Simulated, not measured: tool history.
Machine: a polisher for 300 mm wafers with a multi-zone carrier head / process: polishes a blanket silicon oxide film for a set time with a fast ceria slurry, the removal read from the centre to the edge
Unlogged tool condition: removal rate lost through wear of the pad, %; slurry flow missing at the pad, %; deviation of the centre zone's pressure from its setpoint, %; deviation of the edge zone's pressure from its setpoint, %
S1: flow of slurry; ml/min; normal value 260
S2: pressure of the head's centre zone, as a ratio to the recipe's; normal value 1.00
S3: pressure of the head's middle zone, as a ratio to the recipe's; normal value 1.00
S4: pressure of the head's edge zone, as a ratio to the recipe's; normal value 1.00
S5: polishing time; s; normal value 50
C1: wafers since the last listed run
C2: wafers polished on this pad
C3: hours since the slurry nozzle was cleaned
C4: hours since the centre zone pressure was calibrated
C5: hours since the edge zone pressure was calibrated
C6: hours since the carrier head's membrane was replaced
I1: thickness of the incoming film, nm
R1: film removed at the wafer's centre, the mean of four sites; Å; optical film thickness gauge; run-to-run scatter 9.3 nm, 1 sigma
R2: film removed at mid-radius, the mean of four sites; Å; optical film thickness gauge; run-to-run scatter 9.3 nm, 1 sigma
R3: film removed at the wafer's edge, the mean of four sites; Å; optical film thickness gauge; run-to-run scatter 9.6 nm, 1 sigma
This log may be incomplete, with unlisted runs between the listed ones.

run	hour	S1	S2	S3	S4	S5	C1	C2	C3	C4	C5	C6	I1	R1	R2	R3
1	0.0	260	1.00	1.00	1.00	50	0	2784	251.3	765.1	546.9	485.1	2237.2	6655	6475	6742
# hour 48.7: worn pad replaced by a new one
2	67.8	260	1.00	1.00	1.00	50	609	182	319.1	832.9	614.7	552.9	2248.1	7029	7242	7279
# hour 106.4: carrier head's membrane replaced by a new one
3	121.9	260	1.00	1.00	1.00	50	469	651	373.2	887.0	668.8	15.5	2249.6	6977	6935	6947
# hour 139.9: slurry nozzle cleaned
# hour 164.4: centre zone pressure recalibrated
4	178.8	260	1.00	1.00	1.00	50	514	1166	38.9	14.4	725.7	72.4	2261.3	6676	6777	6667
5	217.0	260	1.00	1.00	1.00	50	364	1531	77.1	52.6	763.9	110.6	2260.0	6655	6642	6638
6	271.8	260	1.00	1.00	1.00	50	523	2054	131.9	107.4	818.7	165.4	2270.3	6618	6601	6514
7	308.9	260	1.00	1.09	1.00	50	354	2409	169.0	144.5	855.8	202.5	2240.1	6453	7288	6588
# hour 343.7: worn pad replaced by a new one
8	352.0	260	1.00	1.00	1.00	50	373	79	212.1	187.6	898.9	245.6	2245.8	7132	7074	7142
9	416.4	260	1.00	1.00	1.00	50	615	694	276.5	252.0	963.3	310.0	2270.4	7072	6945	6908
10	488.2	260	1.00	1.00	1.00	50	685	1380	348.3	323.8	1035.1	381.8	2197.6	6838	6813	6925
11	529.6	320	1.00	0.94	0.94	59	395	1776	389.7	365.2	1076.5	423.2	2252.4	8137	7638	7840
# hour 534.1: edge zone pressure recalibrated
# hour 550.7: slurry nozzle cleaned
12	555.0	260	0.90	1.00	1.00	50	213	1990	4.3	390.6	20.9	448.6	2212.5	6072	6635	6644
13	590.6	260	1.00	1.00	1.00	50	340	2330	39.9	426.2	56.5	484.2	2266.5	6578	6603	6745
# hour 599.8: carrier head's membrane replaced by a new one
14	638.3	260	1.00	1.00	1.00	50	407	2738	87.6	473.9	104.2	38.5	2218.2	6534	6517	6491
# hour 662.8: worn pad replaced by a new one
15	685.6	260	1.00	0.91	1.03	50	413	218	134.9	521.2	151.5	85.8	2216.6	7206	6775	7382
16	731.8	260	1.00	1.00	1.00	50	441	659	181.1	567.4	197.7	132.0	2217.1	6833	7039	7062
17	774.2	260	1.03	0.95	1.00	50	405	1064	223.5	609.8	240.1	174.4	2217.2	6990	6605	6858
18	808.7	260	1.00	1.06	1.04	59	329	1394	258.0	644.3	274.6	208.9	2253.1	8022	8284	8049
19	833.3	260	1.00	1.00	0.97	35	235	1629	282.6	668.9	299.2	233.5	2280.1	4805	4749	4674
20	877.4	260	1.00	1.08	0.94	50	421	2050	326.7	713.0	343.3	277.6	2225.0	6767	6960	6429
# hour 911.8: slurry nozzle cleaned
21	945.7	260	1.00	0.97	0.89	50	642	2693	33.9	781.3	411.6	345.9	2243.6	6577	6498	6510
# hour 962.3: worn pad replaced by a new one
22	1004.3	260	1.00	1.00	1.06	50	521	400	92.5	839.9	470.2	404.5	2250.7	6981	6926	7293
23	1069.2	205	1.03	1.11	1.11	50	620	1020	157.4	904.8	535.1	469.4	2243.1	6685	7196	7033

Table of differences, measured result less the result of that run with no hidden state. Run-to-run variation is the same in both. Gauge scatter possibly is not:
run	R1	R2	R3
1	-738	-719	-748
2	-164	-169	-170
3	-402	-399	-399
4	-539	-547	-538
5	-606	-605	-605
6	-670	-668	-659
7	-683	-771	-697
8	-110	-109	-110
9	-410	-403	-400
10	-586	-584	-594
11	-778	-731	-749
12	-608	-664	-665
13	-691	-693	-709
14	-716	-714	-711
15	-142	-133	-145
16	-331	-341	-342
17	-468	-443	-460
18	-626	-646	-628
19	-405	-400	-393
20	-626	-644	-594
21	-659	-651	-653
22	-297	-295	-311
23	-507	-545	-533
